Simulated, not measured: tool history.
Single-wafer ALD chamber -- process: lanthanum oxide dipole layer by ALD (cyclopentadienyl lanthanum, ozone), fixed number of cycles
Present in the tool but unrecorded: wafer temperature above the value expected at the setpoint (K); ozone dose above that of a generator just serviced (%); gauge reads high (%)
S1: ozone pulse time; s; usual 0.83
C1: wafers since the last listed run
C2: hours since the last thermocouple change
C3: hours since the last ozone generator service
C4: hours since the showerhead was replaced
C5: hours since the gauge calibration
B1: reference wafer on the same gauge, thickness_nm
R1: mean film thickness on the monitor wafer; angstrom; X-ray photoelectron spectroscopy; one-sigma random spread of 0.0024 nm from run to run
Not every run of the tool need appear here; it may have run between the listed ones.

run     day    S1   C1      C2     C3      C4     C5     B1    R1
  1       0  0.83    0    1261  451.9  8185.2  106.3  0.478  4.37
  2   0.525  0.83  252  1273.6  464.5  8197.8  118.9  0.477  4.39
  3     1.4  0.83  420  1294.6  485.5  8218.8  139.9  0.478  4.36
  4   2.333  0.66  448    1317  507.9  8241.2  162.3  0.477  3.93
  5   2.979  0.66  310  1332.5  523.4  8256.7  177.8  0.477  3.94
  6   4.254  0.66  612  1363.1    554  8287.3  208.4  0.477  3.93
  7   4.775  0.58  250  1375.6  566.5  8299.8  220.9  0.477  3.67
  8     6.2  0.62  684  1409.8  600.7    8334  255.1  0.476  3.83
  9   7.675  0.62  708  1445.2  636.1  8369.4  290.5  0.477  3.82
 10   9.008  0.62  640  1477.2  668.1  8401.4  322.5  0.477  3.77
 11  10.333  0.83  636    1509  699.9  8433.2  354.3  0.477  4.31
     11.046  -- thermocouple changed; heater temperature recalibrated
 12  11.225  0.83  268     4.3  721.3  8454.6  375.7  0.477  4.28
 13  11.854  0.83  302    19.4  736.4  8469.7  390.8  0.478  4.29
       12.5  -- gauge calibrated
 14  12.667  0.83  390    38.9  755.9  8489.2      4  0.477  4.25
 15  13.567  0.63  432    60.5  777.5  8510.8   25.6  0.476  3.79
     14.346  -- showerhead replaced
 16  14.892  0.61  476    92.3  809.3    13.1   57.4  0.478  3.68
 17  15.854  0.94  462   115.4  832.4    36.2   80.5  0.477  4.43
 18  17.017  0.63  558   143.3  860.3    64.1  108.4  0.477  3.73
 19  17.596  1.16  278   157.2  874.2      78  122.3  0.476  4.78
 20  18.779  0.65  568   185.6  902.6   106.4  150.7  0.477  3.78
 21  19.342  0.83  270   199.1  916.1   119.9  164.2  0.478  4.19
     20.208  -- ozone generator serviced
 22  20.229     1  266   220.4    0.5   141.2  185.5  0.476   4.8
 23    21.1  1.14  418   241.3   21.4   162.1  206.4  0.478  4.99
 24  21.842  0.58  356   259.1   39.2   179.9  224.2  0.478   3.9
 25  23.025  1.13  568   287.5   67.6   208.3  252.6  0.477  4.95
 26  23.996  0.59  466   310.8   90.9   231.6  275.9  0.477  3.87
 27  24.504  1.04  244     323  103.1   243.8  288.1  0.477  4.87
 28  25.838  0.72  640     355  135.1   275.8  320.1  0.478   4.3
 29  27.221  1.06  664   388.2  168.3     309  353.3  0.477  4.87

4 ways to go on from here, each from the tool as it stands after run 29. What would each give?
  A  27.238  0.64   8  388.6  168.7  309.4  353.7   ?   ?
  B  27.238   0.6   8  388.6  168.7  309.4  353.7   ?   ?
  C  27.238  0.57   8  388.6  168.7  309.4  353.7   ?   ?
  D  27.238  0.54   8  388.6  168.7  309.4  353.7   ?   ?

run     B1    R1
  A  0.477  4.06
  B  0.477  3.95
  C  0.477  3.86
  D  0.477  3.76
What these runs would have given with no unlogged condition in the tool:
run    R1
  A  4.16
  B  4.04
  C  3.95
  D  3.86

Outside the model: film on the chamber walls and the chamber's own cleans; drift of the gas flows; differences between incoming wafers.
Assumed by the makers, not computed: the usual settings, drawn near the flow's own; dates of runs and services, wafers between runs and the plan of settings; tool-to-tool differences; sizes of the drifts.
